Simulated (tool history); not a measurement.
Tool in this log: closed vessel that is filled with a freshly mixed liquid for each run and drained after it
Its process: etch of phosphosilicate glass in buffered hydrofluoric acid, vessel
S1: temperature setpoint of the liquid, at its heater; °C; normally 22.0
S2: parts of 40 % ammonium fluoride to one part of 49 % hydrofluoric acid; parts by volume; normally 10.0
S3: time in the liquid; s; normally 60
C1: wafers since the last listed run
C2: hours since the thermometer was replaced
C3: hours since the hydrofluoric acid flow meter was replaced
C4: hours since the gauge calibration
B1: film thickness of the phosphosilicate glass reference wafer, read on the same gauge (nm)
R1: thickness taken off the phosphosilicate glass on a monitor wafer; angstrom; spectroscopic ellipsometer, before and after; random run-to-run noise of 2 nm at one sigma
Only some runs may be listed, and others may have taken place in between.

{"run": 1, "day": 0.0, "S1": 22.0, "S2": 10.0, "S3": 60, "C1": 0, "C2": 16.0, "C3": 480.8, "C4": 1043.6, "B1": 69.99, "R1": 3907.7}
{"run": 2, "day": 2.817, "S1": 22.0, "S2": 10.0, "S3": 60, "C1": 8550, "C2": 83.6, "C3": 548.4, "C4": 1111.2, "B1": 69.99, "R1": 3908.2}
{"run": 3, "day": 4.483, "S1": 22.0, "S2": 10.0, "S3": 60, "C1": 5059, "C2": 123.6, "C3": 588.4, "C4": 1151.2, "B1": 70.0, "R1": 3876.7}
{"run": 4, "day": 6.554, "S1": 22.0, "S2": 10.0, "S3": 60, "C1": 6286, "C2": 173.3, "C3": 638.1, "C4": 1200.9, "B1": 70.02, "R1": 3923.5}
{"run": 5, "day": 8.375, "S1": 22.0, "S2": 10.0, "S3": 60, "C1": 5527, "C2": 217.0, "C3": 681.8, "C4": 1244.6, "B1": 70.02, "R1": 3950.2}
{"run": 6, "day": 10.475, "S1": 19.5, "S2": 10.0, "S3": 60, "C1": 6374, "C2": 267.4, "C3": 732.2, "C4": 1295.0, "B1": 69.98, "R1": 3429.3}
{"run": 7, "day": 12.638, "S1": 22.0, "S2": 10.0, "S3": 75, "C1": 6564, "C2": 319.3, "C3": 784.1, "C4": 1346.9, "B1": 70.01, "R1": 4948.4}
{"run": 8, "day": 14.458, "S1": 22.0, "S2": 10.0, "S3": 85, "C1": 5527, "C2": 363.0, "C3": 827.8, "C4": 1390.6, "B1": 70.02, "R1": 5600.6}
{"day": 15.788, "done": "gauge calibrated"}
{"run": 9, "day": 16.483, "S1": 22.0, "S2": 10.0, "S3": 85, "C1": 6147, "C2": 411.6, "C3": 876.4, "C4": 16.7, "B1": 70.0, "R1": 5641.5}
{"run": 10, "day": 19.058, "S1": 22.0, "S2": 10.0, "S3": 85, "C1": 7816, "C2": 473.4, "C3": 938.2, "C4": 78.5, "B1": 70.03, "R1": 5701.7}
{"run": 11, "day": 20.571, "S1": 22.0, "S2": 10.0, "S3": 60, "C1": 4591, "C2": 509.7, "C3": 974.5, "C4": 114.8, "B1": 70.03, "R1": 3975.5}
{"run": 12, "day": 21.812, "S1": 22.0, "S2": 10.0, "S3": 60, "C1": 3769, "C2": 539.5, "C3": 1004.3, "C4": 144.6, "B1": 69.99, "R1": 4004.0}
{"run": 13, "day": 24.425, "S1": 22.0, "S2": 10.0, "S3": 60, "C1": 7930, "C2": 602.2, "C3": 1067.0, "C4": 207.3, "B1": 69.98, "R1": 4026.4}
{"run": 14, "day": 26.033, "S1": 17.0, "S2": 11.0, "S3": 85, "C1": 4882, "C2": 640.8, "C3": 1105.6, "C4": 245.9, "B1": 69.99, "R1": 3932.6}
{"run": 15, "day": 27.25, "S1": 22.0, "S2": 11.5, "S3": 60, "C1": 3693, "C2": 670.0, "C3": 1134.8, "C4": 275.1, "B1": 70.01, "R1": 3556.9}
{"day": 29.367, "done": "thermometer replaced"}
{"run": 16, "day": 29.679, "S1": 22.0, "S2": 10.0, "S3": 60, "C1": 7247, "C2": 7.5, "C3": 1193.1, "C4": 333.4, "B1": 70.0, "R1": 4163.2}
{"run": 17, "day": 32.138, "S1": 26.5, "S2": 6.5, "S3": 60, "C1": 7462, "C2": 66.5, "C3": 1252.1, "C4": 392.4, "B1": 69.99, "R1": 8036.4}
{"run": 18, "day": 33.321, "S1": 22.0, "S2": 10.0, "S3": 60, "C1": 3592, "C2": 94.9, "C3": 1280.5, "C4": 420.8, "B1": 70.01, "R1": 4209.7}
{"run": 19, "day": 35.242, "S1": 25.5, "S2": 6.5, "S3": 30, "C1": 5830, "C2": 141.0, "C3": 1326.6, "C4": 466.9, "B1": 69.99, "R1": 3860.1}
{"run": 20, "day": 37.117, "S1": 17.0, "S2": 6.5, "S3": 70, "C1": 5691, "C2": 186.0, "C3": 1371.6, "C4": 511.9, "B1": 70.0, "R1": 5583.4}
{"run": 21, "day": 38.808, "S1": 18.5, "S2": 12.5, "S3": 60, "C1": 5135, "C2": 226.6, "C3": 1412.2, "C4": 552.5, "B1": 69.98, "R1": 2835.7}
{"run": 22, "day": 41.158, "S1": 22.0, "S2": 12.0, "S3": 80, "C1": 7133, "C2": 283.0, "C3": 1468.6, "C4": 608.9, "B1": 70.0, "R1": 4777.3}
{"day": 43.954, "done": "thermometer replaced, repeated, since the last time left the tool worse"}
{"run": 23, "day": 44.05, "S1": 22.0, "S2": 8.5, "S3": 60, "C1": 8651, "C2": 2.3, "C3": 1538.0, "C4": 678.3, "B1": 70.0, "R1": 4391.1}
{"run": 24, "day": 45.979, "S1": 26.5, "S2": 10.0, "S3": 60, "C1": 5856, "C2": 48.6, "C3": 1584.3, "C4": 724.6, "B1": 69.99, "R1": 4927.9}
{"run": 25, "day": 48.004, "S1": 22.0, "S2": 10.0, "S3": 60, "C1": 6147, "C2": 97.2, "C3": 1632.9, "C4": 773.2, "B1": 70.01, "R1": 3860.0}
{"run": 26, "day": 50.788, "S1": 22.0, "S2": 10.0, "S3": 60, "C1": 8448, "C2": 164.0, "C3": 1699.7, "C4": 840.0, "B1": 69.98, "R1": 3874.1}
{"day": 52.362, "done": "hydrofluoric acid flow meter replaced"}
{"run": 27, "day": 53.771, "S1": 22.0, "S2": 10.0, "S3": 60, "C1": 8929, "C2": 235.6, "C3": 33.8, "C4": 911.6, "B1": 69.99, "R1": 3883.8}
{"run": 28, "day": 60.762, "S1": 22.0, "S2": 12.0, "S3": 60, "C1": 21223, "C2": 403.4, "C3": 201.6, "C4": 1079.4, "B1": 69.98, "R1": 3328.4}
{"run": 29, "day": 63.083, "S1": 26.0, "S2": 11.5, "S3": 40, "C1": 7045, "C2": 459.1, "C3": 257.3, "C4": 1135.1, "B1": 70.01, "R1": 2853.0}
{"run": 30, "day": 65.779, "S1": 18.0, "S2": 10.0, "S3": 45, "C1": 8183, "C2": 523.8, "C3": 322.0, "C4": 1199.8, "B1": 69.98, "R1": 2364.5}
{"run": 31, "day": 68.208, "S1": 24.0, "S2": 11.5, "S3": 90, "C1": 7373, "C2": 582.1, "C3": 380.3, "C4": 1258.1, "B1": 69.99, "R1": 5853.8}
{"run": 32, "day": 70.146, "S1": 22.0, "S2": 10.0, "S3": 60, "C1": 5881, "C2": 628.6, "C3": 426.8, "C4": 1304.6, "B1": 70.0, "R1": 4063.8}

Hidden condition of the tool, last listed run before each entry between runs versus first listed run after:
From run 8 to run 9: gauge calibrated (day 15.788)
  liquid hotter than its thermometer reads (K): 0.564 -> 0.619
  the result without the hidden state subtracted from the measured one, R1: +170.3 -> +189.6 angstrom
From run 15 to run 16: thermometer replaced (day 29.367)
  liquid hotter than its thermometer reads (K): 0.914 -> 1.63
  the result without the hidden state subtracted from the measured one, R1: +174.0 -> +356.7 angstrom
From run 22 to run 23: thermometer replaced, repeated, since the last time left the tool worse (day 43.954)
  liquid hotter than its thermometer reads (K): 1.95 -> 0.0439
  the result without the hidden state subtracted from the measured one, R1: +485.3 -> +9.6 angstrom
From run 26 to run 27: hydrofluoric acid flow meter replaced (day 52.362)
  liquid hotter than its thermometer reads (K): 0.228 -> 0.31
  the result without the hidden state subtracted from the measured one, R1: +48.9 -> +65.9 angstrom
